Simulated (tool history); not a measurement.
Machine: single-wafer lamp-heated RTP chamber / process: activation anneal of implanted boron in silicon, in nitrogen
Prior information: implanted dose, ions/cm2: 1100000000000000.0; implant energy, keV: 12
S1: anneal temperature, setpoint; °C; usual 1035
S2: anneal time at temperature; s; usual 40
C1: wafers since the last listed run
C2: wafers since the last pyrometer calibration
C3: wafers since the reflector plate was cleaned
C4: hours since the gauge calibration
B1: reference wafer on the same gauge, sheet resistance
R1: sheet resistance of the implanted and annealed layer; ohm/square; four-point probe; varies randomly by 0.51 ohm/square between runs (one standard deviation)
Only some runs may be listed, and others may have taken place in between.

run 1 hour=0 | S1=1035 S2=40 | C1=0 C2=228 C3=3677 C4=117.9 | B1=146.96 | R1=125.85
run 2 hour=6.3 | S1=1035 S2=40 | C1=67 C2=296 C3=3745 C4=124.2 | B1=147 | R1=125.78
run 3 hour=17.9 | S1=1017 S2=40 | C1=125 C2=421 C3=3870 C4=135.8 | B1=146.85 | R1=130.26
run 4 hour=29.1 | S1=1017 S2=40 | C1=120 C2=542 C3=3990 C4=147 | B1=146.9 | R1=130.9
run 5 hour=37.7 | S1=1017 S2=40 | C1=92 C2=634 C3=4083 C4=155.6 | B1=146.92 | R1=129.2
run 6 hour=45.4 | S1=1035 S2=40 | C1=83 C2=717 C3=4166 C4=163.3 | B1=147.07 | R1=125.63
run 7 hour=60.4 | S1=1035 S2=40 | C1=161 C2=879 C3=4328 C4=178.3 | B1=146.99 | R1=125.64
run 8 hour=74.7 | S1=1035 S2=40 | C1=154 C2=1033 C3=4482 C4=192.6 | B1=146.89 | R1=126.67
run 9 hour=85 | S1=1035 S2=40 | C1=111 C2=1144 C3=4593 C4=202.9 | B1=147 | R1=126.04
-- hour=87 gauge calibrated
run 10 hour=133 | S1=1035 S2=40 | C1=517 C2=1662 C3=5111 C4=46 | B1=147.01 | R1=126.06
-- hour=146.5 reflector plate cleaned
run 11 hour=147 | S1=1035 S2=40 | C1=64 C2=1727 C3=4 C4=60 | B1=147.06 | R1=125.73
run 12 hour=158.3 | S1=1035 S2=40 | C1=121 C2=1849 C3=126 C4=71.3 | B1=147.02 | R1=124.58
run 13 hour=165.9 | S1=1035 S2=40 | C1=81 C2=1930 C3=208 C4=78.9 | B1=147 | R1=125.92
run 14 hour=182.8 | S1=1035 S2=40 | C1=182 C2=2113 C3=390 C4=95.8 | B1=147.07 | R1=125.84
run 15 hour=193.2 | S1=1035 S2=40 | C1=112 C2=2225 C3=503 C4=106.2 | B1=146.87 | R1=125.57
run 16 hour=209.6 | S1=1051 S2=24 | C1=176 C2=2402 C3=679 C4=122.6 | B1=147.09 | R1=124.92
-- hour=221.8 pyrometer window cleaned and pyrometer calibrated
run 17 hour=222.3 | S1=1035 S2=40 | C1=50 C2=5 C3=730 C4=135.3 | B1=147.02 | R1=125.77
run 18 hour=227.3 | S1=1061 S2=20 | C1=53 C2=59 C3=784 C4=140.3 | B1=146.89 | R1=124.35
run 19 hour=241 | S1=1035 S2=40 | C1=147 C2=207 C3=932 C4=154 | B1=147 | R1=125.64
run 20 hour=254.9 | S1=1035 S2=60 | C1=149 C2=356 C3=1082 C4=167.9 | B1=146.94 | R1=123.85
run 21 hour=262 | S1=1060 S2=20 | C1=76 C2=433 C3=1158 C4=175 | B1=147.05 | R1=124.81
-- hour=273.5 gauge calibrated
run 22 hour=278.1 | S1=1060 S2=20 | C1=173 C2=607 C3=1332 C4=4.6 | B1=147.02 | R1=125.22
run 23 hour=293.6 | S1=1050 S2=28 | C1=167 C2=774 C3=1499 C4=20.1 | B1=147.07 | R1=124.2

What does the tool deliver on the next run?
run 24 hour=306.5 | S1=1048 S2=19 | C1=139 C2=913 C3=1638 C4=33 | B1=? | R1=?

B1: 146.98
R1: 126.34 ohm/square
Had the tool carried no hidden state, the very same run would have given R1 126.34 ohm/square.
